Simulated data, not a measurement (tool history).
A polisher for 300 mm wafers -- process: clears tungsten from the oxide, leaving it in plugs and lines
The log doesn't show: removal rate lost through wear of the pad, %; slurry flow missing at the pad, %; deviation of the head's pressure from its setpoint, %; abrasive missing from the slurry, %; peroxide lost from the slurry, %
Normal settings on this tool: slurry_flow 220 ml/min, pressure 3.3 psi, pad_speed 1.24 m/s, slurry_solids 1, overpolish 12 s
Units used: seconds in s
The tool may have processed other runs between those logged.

run	day	slurry_flow	pressure	pad_speed	slurry_solids	overpolish	wafers since the last listed run	wafers polished on this pad	hours since the slurry nozzle was cleaned	hours since the head pressure was calibrated	hours since the slurry blender was calibrated	hours since the slurry got fresh peroxide	incoming thickness of the incoming film, nm	seconds
1	0	220	3.3	1.24	1	12	0	632	694	436.7	275.5	36.5	605.2	139.8
2	0.346	220	3.3	1.24	1	12	45	677	702.3	445	283.8	44.8	600.6	142.9
3	0.638	220	3.3	1.24	1	12	38	715	709.3	452	290.8	51.8	596.5	141.1
4	1.362	220	3.3	1.24	1	12	94	810	726.7	469.4	308.2	69.2	588.5	139.6
5	2.017	220	3.3	1.24	1	12	85	896	742.4	485.1	323.9	84.9	606.8	143.4
6	2.658	220	3.3	1.24	1	12	83	980	757.8	500.5	339.3	100.3	603.5	143.5
7	3.067	220	3.3	1.24	1	12	53	1033	767.6	510.3	349.1	110.1	605.1	148.7
# day 3.321: worn pad replaced by a new one
8	3.338	220	3.3	1.24	1	12	13	2	774.1	516.8	355.6	116.6	610.5	134.2
9	3.75	220	3.3	1.24	1	12	53	56	784	526.7	365.5	126.5	606.7	130.5
10	4.133	220	3.3	1.24	1	12	50	106	793.2	535.9	374.7	135.7	599.9	130.8
# day 4.192: slurry nozzle cleaned
11	4.558	220	3.3	1.24	1	12	50	156	8.8	546.1	384.9	145.9	608.9	141.3
# day 4.975: slurry tank refilled with fresh slurry and peroxide
12	5.012	220	4.2	1.5	1	15	53	210	19.7	557	395.8	0.9	602.3	96.1
13	5.467	220	3.8	1.24	0.7	12	59	270	30.6	567.9	406.7	11.8	600.4	123.2
14	6.121	220	3.3	1.24	1	12	85	355	46.3	583.6	422.4	27.5	597.9	131.8

Run 15 has not been measured yet. What should we expect?
15	6.492	220	3.3	1.24	1.2	12	48	404	55.2	592.5	431.3	36.4	607.4	?

{"run 15": {"seconds": 137.6}}
Without the tool's hidden state the same run would have given seconds 121.8 s.

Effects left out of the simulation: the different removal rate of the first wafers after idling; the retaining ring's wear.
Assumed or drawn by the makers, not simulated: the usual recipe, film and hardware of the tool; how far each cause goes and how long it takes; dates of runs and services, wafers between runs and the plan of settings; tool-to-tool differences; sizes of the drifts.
